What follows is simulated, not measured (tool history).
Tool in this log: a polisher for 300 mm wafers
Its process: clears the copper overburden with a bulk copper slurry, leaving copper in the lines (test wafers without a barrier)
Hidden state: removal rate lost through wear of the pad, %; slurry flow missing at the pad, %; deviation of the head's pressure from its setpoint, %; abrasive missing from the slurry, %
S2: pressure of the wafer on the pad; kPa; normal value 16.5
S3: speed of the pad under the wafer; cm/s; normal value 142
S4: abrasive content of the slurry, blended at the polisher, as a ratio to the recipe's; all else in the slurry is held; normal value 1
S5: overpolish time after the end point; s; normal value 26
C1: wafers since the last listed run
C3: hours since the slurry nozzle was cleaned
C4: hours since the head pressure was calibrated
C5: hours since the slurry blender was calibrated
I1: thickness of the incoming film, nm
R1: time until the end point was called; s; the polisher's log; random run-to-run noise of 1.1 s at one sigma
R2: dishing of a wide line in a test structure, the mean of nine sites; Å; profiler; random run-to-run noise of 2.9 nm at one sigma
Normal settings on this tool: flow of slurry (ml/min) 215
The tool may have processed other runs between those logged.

{"run": 1, "hour": 0.0, "flow of slurry (ml/min)": 215, "S2": 16.5, "S3": 142, "S4": 1, "S5": 26, "C1": 0, "wafers polished on this pad": 1721, "C3": 435.9, "C4": 119, "C5": 156.3, "I1": 795.1, "R1": 77.3, "R2": 1189}
{"hour": 79.4, "done": "worn pad replaced by a new one"}
{"run": 2, "hour": 79.9, "flow of slurry (ml/min)": 215, "S2": 16.5, "S3": 142, "S4": 1, "S5": 26, "C1": 463, "wafers polished on this pad": 3, "C3": 515.8, "C4": 198.9, "C5": 236.2, "I1": 784.1, "R1": 77.2, "R2": 1100}
{"run": 3, "hour": 163.8, "flow of slurry (ml/min)": 215, "S2": 16.5, "S3": 142, "S4": 1, "S5": 26, "C1": 512, "wafers polished on this pad": 515, "C3": 599.7, "C4": 282.8, "C5": 320.1, "I1": 789.1, "R1": 79.8, "R2": 1134}
{"hour": 169.3, "done": "slurry nozzle cleaned"}
{"hour": 193.3, "done": "slurry blender recalibrated"}
{"run": 4, "hour": 222.2, "flow of slurry (ml/min)": 215, "S2": 16.5, "S3": 142, "S4": 1, "S5": 26, "C1": 338, "wafers polished on this pad": 853, "C3": 52.9, "C4": 341.2, "C5": 28.9, "I1": 794.8, "R1": 83.4, "R2": 1157}
{"run": 5, "hour": 307.4, "flow of slurry (ml/min)": 215, "S2": 16.5, "S3": 142, "S4": 1, "S5": 26, "C1": 520, "wafers polished on this pad": 1374, "C3": 138.1, "C4": 426.4, "C5": 114.1, "I1": 798.6, "R1": 82.6, "R2": 1090}
{"hour": 366.7, "done": "worn pad replaced by a new one"}
{"run": 6, "hour": 381.7, "flow of slurry (ml/min)": 215, "S2": 16.5, "S3": 142, "S4": 1, "S5": 26, "C1": 429, "wafers polished on this pad": 91, "C3": 212.4, "C4": 500.7, "C5": 188.4, "I1": 791.6, "R1": 81.6, "R2": 1113}
{"run": 7, "hour": 476.7, "flow of slurry (ml/min)": 215, "S2": 16.5, "S3": 142, "S4": 1, "S5": 26, "C1": 580, "wafers polished on this pad": 671, "C3": 307.4, "C4": 595.7, "C5": 283.4, "I1": 786.1, "R1": 83.9, "R2": 1099}
{"hour": 516.4, "done": "slurry blender recalibrated"}
{"run": 8, "hour": 576.8, "flow of slurry (ml/min)": 215, "S2": 16.5, "S3": 142, "S4": 1, "S5": 26, "C1": 599, "wafers polished on this pad": 1270, "C3": 407.5, "C4": 695.8, "C5": 60.4, "I1": 784.9, "R1": 83.2, "R2": 1099}
{"run": 9, "hour": 621.1, "flow of slurry (ml/min)": 215, "S2": 16.5, "S3": 142, "S4": 1, "S5": 26, "C1": 270, "wafers polished on this pad": 1541, "C3": 451.8, "C4": 740.1, "C5": 104.7, "I1": 787.3, "R1": 83, "R2": 1092}
{"hour": 649.6, "done": "worn pad replaced by a new one"}
{"hour": 660.4, "done": "head pressure recalibrated"}
{"run": 10, "hour": 669.6, "flow of slurry (ml/min)": 215, "S2": 16.5, "S3": 142, "S4": 1, "S5": 26, "C1": 259, "wafers polished on this pad": 109, "C3": 500.3, "C4": 9.2, "C5": 153.2, "I1": 797.5, "R1": 76.8, "R2": 1143}
{"hour": 698.4, "done": "slurry nozzle cleaned"}
{"run": 11, "hour": 763.9, "flow of slurry (ml/min)": 215, "S2": 16.5, "S3": 142, "S4": 1, "S5": 26, "C1": 569, "wafers polished on this pad": 679, "C3": 65.5, "C4": 103.5, "C5": 247.5, "I1": 777.5, "R1": 75.1, "R2": 1122}
{"hour": 821.2, "done": "slurry blender recalibrated"}
{"run": 12, "hour": 831.9, "flow of slurry (ml/min)": 215, "S2": 16.5, "S3": 142, "S4": 1, "S5": 26, "C1": 403, "wafers polished on this pad": 1082, "C3": 133.5, "C4": 171.5, "C5": 10.7, "I1": 785, "R1": 80, "R2": 1137}
{"run": 13, "hour": 919.0, "flow of slurry (ml/min)": 250, "S2": 21.4, "S3": 124, "S4": 1, "S5": 37, "C1": 531, "wafers polished on this pad": 1614, "C3": 220.6, "C4": 258.6, "C5": 97.8, "I1": 786.2, "R1": 69.4, "R2": 1427}
{"hour": 989.1, "done": "worn pad replaced by a new one"}
{"run": 14, "hour": 1009.0, "flow of slurry (ml/min)": 215, "S2": 21.4, "S3": 142, "S4": 0.9, "S5": 26, "C1": 525, "wafers polished on this pad": 121, "C3": 310.6, "C4": 348.6, "C5": 187.8, "I1": 792.6, "R1": 65.6, "R2": 1292}
{"run": 15, "hour": 1092.3, "flow of slurry (ml/min)": 215, "S2": 16.5, "S3": 142, "S4": 1, "S5": 26, "C1": 508, "wafers polished on this pad": 630, "C3": 393.9, "C4": 431.9, "C5": 271.1, "I1": 780.4, "R1": 79.7, "R2": 1051}
{"hour": 1111.0, "done": "slurry blender recalibrated"}
{"run": 16, "hour": 1151.8, "flow of slurry (ml/min)": 215, "S2": 16.5, "S3": 142, "S4": 1, "S5": 26, "C1": 351, "wafers polished on this pad": 981, "C3": 453.4, "C4": 491.4, "C5": 40.8, "I1": 784, "R1": 82.9, "R2": 1108}
{"run": 17, "hour": 1215.7, "flow of slurry (ml/min)": 215, "S2": 16.5, "S3": 160, "S4": 1.2, "S5": 26, "C1": 390, "wafers polished on this pad": 1371, "C3": 517.3, "C4": 555.3, "C5": 104.7, "I1": 787.8, "R1": 73.2, "R2": 1150}
{"hour": 1233.0, "done": "slurry nozzle cleaned"}
{"run": 18, "hour": 1269.0, "flow of slurry (ml/min)": 215, "S2": 16.5, "S3": 112, "S4": 1.2, "S5": 26, "C1": 319, "wafers polished on this pad": 1691, "C3": 36, "C4": 608.6, "C5": 158, "I1": 782.7, "R1": 97.3, "R2": 1005}

Run 19 is up next; what results do you expect?
{"hour": 1335.0, "done": "worn pad replaced by a new one"}
{"run": 19, "hour": 1337.8, "flow of slurry (ml/min)": 215, "S2": 11.7, "S3": 156, "S4": 0.9, "S5": 26, "C1": 395, "wafers polished on this pad": 17, "C3": 104.8, "C4": 677.4, "C5": 226.8, "I1": 804, "R1": "?", "R2": "?"}

Run 19 came out at R1 114.4 s, R2 885 Å.
Without the tool's hidden state the same run would have given R1 100.3 s, R2 973 Å.

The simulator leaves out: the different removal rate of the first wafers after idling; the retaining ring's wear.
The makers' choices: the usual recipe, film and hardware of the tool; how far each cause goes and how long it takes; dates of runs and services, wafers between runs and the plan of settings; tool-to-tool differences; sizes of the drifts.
